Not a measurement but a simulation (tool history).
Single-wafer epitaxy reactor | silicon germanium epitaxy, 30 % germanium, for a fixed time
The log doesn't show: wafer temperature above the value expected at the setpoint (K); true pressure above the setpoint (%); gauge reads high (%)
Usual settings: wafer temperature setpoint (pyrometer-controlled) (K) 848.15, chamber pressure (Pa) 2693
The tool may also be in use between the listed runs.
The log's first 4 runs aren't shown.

| run | hour | wafer temperature setpoint (pyrometer-controlled) (K) | chamber pressure (Pa) | wafers since the last listed run | hours since the last pyrometer calibration | hours since the last manometer calibration | hours since the showerhead was replaced | hours since the gauge calibration | read-back reference wafer on the same gauge, thickness_nm | mean film thickness on the monitor wafer (Å) |
|---|---|---|---|---|---|---|---|---|---|---|
| 5 | 54.2 | 848.15 | 2693 | 146 | 1310.4 | 2742.8 | 7435.1 | 507.3 | 44.356 | 416.67 |
| 6 | 65.8 | 848.15 | 3186 | 189 | 1322.0 | 2754.4 | 7446.7 | 518.9 | 44.334 | 462.92 |
| 7 | 96.1 | 848.15 | 3186 | 494 | 1352.3 | 2784.7 | 7477.0 | 549.2 | 44.239 | 461.51 |
|  | 103.6 | gauge calibrated |
| 8 | 104.9 | 848.15 | 2960 | 143 | 1361.1 | 2793.5 | 7485.8 | 1.3 | 44.389 | 443.63 |
| 9 | 119.8 | 848.15 | 2693 | 243 | 1376.0 | 2808.4 | 7500.7 | 16.2 | 44.353 | 413.28 |
| 10 | 127.2 | 848.15 | 3120 | 120 | 1383.4 | 2815.8 | 7508.1 | 23.6 | 44.286 | 452.05 |
| 11 | 137.9 | 848.15 | 2693 | 174 | 1394.1 | 2826.5 | 7518.8 | 34.3 | 44.276 | 412.79 |
| 12 | 154.1 | 841.15 | 2360 | 264 | 1410.3 | 2842.7 | 7535.0 | 50.5 | 44.201 | 332.12 |
|  | 166.4 | capacitance manometer re-zeroed and calibrated |
| 13 | 166.9 | 837.15 | 2066 | 78 | 1423.1 | 0.5 | 7547.8 | 63.3 | 44.307 | 284.22 |
| 14 | 170.5 | 848.15 | 2693 | 58 | 1426.7 | 4.1 | 7551.4 | 66.9 | 44.269 | 415.35 |
| 15 | 180.8 | 848.15 | 2186 | 168 | 1437.0 | 14.4 | 7561.7 | 77.2 | 44.297 | 357.37 |
| 16 | 191.4 | 843.15 | 3066 | 172 | 1447.6 | 25.0 | 7572.3 | 87.8 | 44.320 | 419.50 |
| 17 | 204.8 | 839.15 | 3093 | 218 | 1461.0 | 38.4 | 7585.7 | 101.2 | 44.294 | 390.51 |
| 18 | 218.9 | 848.15 | 2693 | 230 | 1475.1 | 52.5 | 7599.8 | 115.3 | 44.223 | 416.09 |
| 19 | 227.7 | 848.15 | 2693 | 143 | 1483.9 | 61.3 | 7608.6 | 124.1 | 44.294 | 419.96 |

Run 20 comes next. What will it give?
| 20 | 235.5 | 848.15 | 2693 | 127 | 1491.7 | 69.1 | 7616.4 | 131.9 | ? | ? |

read-back reference wafer on the same gauge, thickness_nm: 44.432
mean film thickness on the monitor wafer (Å): 416.44
Without the tool's hidden state the same run would have given mean film thickness on the monitor wafer (Å) 377.35.
